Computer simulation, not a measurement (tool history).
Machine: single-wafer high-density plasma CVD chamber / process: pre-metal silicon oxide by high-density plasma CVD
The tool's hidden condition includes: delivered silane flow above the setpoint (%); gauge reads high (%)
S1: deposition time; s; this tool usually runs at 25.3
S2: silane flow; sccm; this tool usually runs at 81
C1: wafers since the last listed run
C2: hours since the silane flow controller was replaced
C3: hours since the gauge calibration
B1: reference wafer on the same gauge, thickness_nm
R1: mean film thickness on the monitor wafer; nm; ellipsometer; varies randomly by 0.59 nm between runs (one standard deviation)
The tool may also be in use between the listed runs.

Run 1, hour 0: usual settings but S1 24 s; C1 0; C2 3568.5; C3 873.6; B1 171.02. Result: R1 187.487 nm.
Run 2, hour 44.3: usual settings but S2 70 sccm; C1 1285; C2 3612.8; C3 917.9; B1 171.315. Result: R1 176.065 nm.
Run 3, hour 77.2: usual settings but S2 70 sccm; C1 954; C2 3645.7; C3 950.8; B1 171.134. Result: R1 175.692 nm.
Run 4, hour 115.6: usual settings but S2 70 sccm; C1 1114; C2 3684.1; C3 989.2; B1 171.149. Result: R1 174.568 nm.
Run 5, hour 186.9: usual settings; C1 2068; C2 3755.4; C3 1060.5; B1 171.358. Result: R1 197.125 nm.
Run 6, hour 250.6: usual settings; C1 1848; C2 3819.1; C3 1124.2; B1 171.212. Result: R1 197.011 nm.
Run 7, hour 307.4: usual settings; C1 1647; C2 3875.9; C3 1181; B1 171.402. Result: R1 197.637 nm.
Run 8, hour 341.9: usual settings; C1 1000; C2 3910.4; C3 1215.5; B1 171.475. Result: R1 197.392 nm.
Run 9, hour 408.8: usual settings but S2 75 sccm; C1 1940; C2 3977.3; C3 1282.4; B1 171.342. Result: R1 186.054 nm.
Run 10, hour 484.1: usual settings; C1 2184; C2 4052.6; C3 1357.7; B1 171.458. Result: R1 197.844 nm.
Run 11, hour 509.9: usual settings; C1 748; C2 4078.4; C3 1383.5; B1 171.39. Result: R1 197.174 nm.
Run 12, hour 563.8: usual settings; C1 1563; C2 4132.3; C3 1437.4; B1 171.565. Result: R1 198.06 nm.
Run 13, hour 612.7: usual settings; C1 1418; C2 4181.2; C3 1486.3; B1 171.388. Result: R1 197.274 nm.
Run 14, hour 667: usual settings; C1 1575; C2 4235.5; C3 1540.6; B1 171.455. Result: R1 197.581 nm.
Run 15, hour 691.2: usual settings; C1 702; C2 4259.7; C3 1564.8; B1 171.567. Result: R1 197.234 nm.
Run 16, hour 758.1: usual settings but S1 29.3 s; C1 1940; C2 4326.6; C3 1631.7; B1 171.577. Result: R1 228.428 nm.
At hour 805.1: gauge calibrated.
Run 17, hour 829.6: usual settings but S1 29.3 s; C1 2074; C2 4398.1; C3 24.5; B1 167.814. Result: R1 222.824 nm.
Run 18, hour 883.6: usual settings but S1 26.8 s; C1 1566; C2 4452.1; C3 78.5; B1 167.902. Result: R1 205.133 nm.
Run 19, hour 944.1: usual settings but S1 26.8 s; C1 1755; C2 4512.6; C3 139; B1 168.379. Result: R1 205.145 nm.
At hour 969.3: silane flow controller replaced.
Run 20, hour 981.3: usual settings; C1 847; C2 12; C3 176.2; B1 168.443. Result: R1 194.154 nm.
Run 21, hour 1010.9: usual settings; C1 858; C2 41.6; C3 205.8; B1 168.966. Result: R1 194.43 nm.
Run 22, hour 1036.7: usual settings; C1 748; C2 67.4; C3 231.6; B1 168.881. Result: R1 194.929 nm.
Run 23, hour 1095.1: usual settings but S1 23.8 s, S2 85 sccm; C1 1694; C2 125.8; C3 290; B1 168.842. Result: R1 190.65 nm.
Run 24, hour 1165.6: usual settings but S1 21.8 s; C1 2045; C2 196.3; C3 360.5; B1 169.305. Result: R1 167.875 nm.
Run 25, hour 1229.8: usual settings; C1 1862; C2 260.5; C3 424.7; B1 169.561. Result: R1 195.822 nm.
Run 26, hour 1254.8: usual settings but S1 27.4 s, S2 88 sccm; C1 725; C2 285.5; C3 449.7; B1 169.501. Result: R1 226.661 nm.
Run 27, hour 1324.6: usual settings but S1 28.6 s, S2 67 sccm; C1 2025; C2 355.3; C3 519.5; B1 169.889. Result: R1 190.337 nm.
Run 28, hour 1359.9: usual settings but S1 22.9 s, S2 89 sccm; C1 1024; C2 390.6; C3 554.8; B1 169.845. Result: R1 192.356 nm.
Run 29, hour 1528.3: usual settings; C1 4885; C2 559; C3 723.2; B1 170.14. Result: R1 196.288 nm.
Run 30, hour 1622.3: usual settings but S1 29.5 s, S2 70 sccm; C1 2727; C2 653; C3 817.2; B1 170.489. Result: R1 204.561 nm.
Run 31, hour 1689.8: usual settings but S1 26.7 s, S2 90 sccm; C1 1958; C2 720.5; C3 884.7; B1 170.574. Result: R1 226.952 nm.
Run 32, hour 1750.7: usual settings but S2 96 sccm; C1 1766; C2 781.4; C3 945.6; B1 170.383. Result: R1 225.53 nm.
Run 33, hour 1810.3: usual settings but S1 23 s, S2 86 sccm; C1 1729; C2 841; C3 1005.2; B1 170.768. Result: R1 187.672 nm.
Run 34, hour 1857.6: usual settings; C1 1372; C2 888.3; C3 1052.5; B1 170.629. Result: R1 196.59 nm.
Run 35, hour 1939: usual settings; C1 2361; C2 969.7; C3 1133.9; B1 170.799. Result: R1 196.296 nm.
Run 36, hour 2008.1: usual settings; C1 2004; C2 1038.8; C3 1203; B1 170.874. Result: R1 196.181 nm.
Run 37, hour 2051.5: usual settings but S1 23.1 s, S2 74 sccm; C1 1259; C2 1082.2; C3 1246.4; B1 170.529. Result: R1 166.529 nm.
Run 38, hour 2087.6: usual settings but S1 21.8 s, S2 86 sccm; C1 1047; C2 1118.3; C3 1282.5; B1 171.096. Result: R1 177.959 nm.
Run 39, hour 2152.2: usual settings but S1 26.6 s, S2 87 sccm; C1 1874; C2 1182.9; C3 1347.1; B1 170.714. Result: R1 218.716 nm.
Run 40, hour 2271.8: usual settings but S1 24 s, S2 75 sccm; C1 3469; C2 1302.5; C3 1466.7; B1 170.926. Result: R1 175.265 nm.
Run 41, hour 2302.4: usual settings but S1 28.8 s, S2 93 sccm; C1 887; C2 1333.1; C3 1497.3; B1 170.948. Result: R1 251.336 nm.
Run 42, hour 2374.1: usual settings but S2 88 sccm; C1 2080; C2 1404.8; C3 1569; B1 170.917. Result: R1 210.962 nm.
At hour 2376.9: gauge calibrated.
Run 43, hour 2418.8: usual settings but S1 29 s, S2 93 sccm; C1 1296; C2 1449.5; C3 41.9; B1 168.228. Result: R1 248.892 nm.
Run 44, hour 2463.6: usual settings but S1 26.9 s, S2 90 sccm; C1 1299; C2 1494.3; C3 86.7; B1 168.526. Result: R1 224.899 nm.
Run 45, hour 2525.2: usual settings but S1 23.7 s, S2 70 sccm; C1 1787; C2 1555.9; C3 148.3; B1 168.979. Result: R1 161.919 nm.
Run 46, hour 2572.5: usual settings; C1 1372; C2 1603.2; C3 195.6; B1 169.007. Result: R1 195.235 nm.

Alternative continuations, all from the tool just after run 46; predict every row:
Run A, hour 2572.9: usual settings but S1 26.6 s; C1 11; C2 1603.6; C3 196; B1 ?. Result: R1 ?.
Run B, hour 2572.9: usual settings but S1 21.1 s, S2 76 sccm; C1 11; C2 1603.6; C3 196; B1 ?. Result: R1 ?.
Run C, hour 2572.9: usual settings but S1 21.6 s; C1 11; C2 1603.6; C3 196; B1 ?. Result: R1 ?.

run       B1       R1
  A  169.372   205.72
  B  169.372  155.004
  C  169.372  167.051
Stripped of hidden state, with their random variation kept, the same runs would have yielded:
run       R1
  A  204.211
  B  153.867
  C  165.825
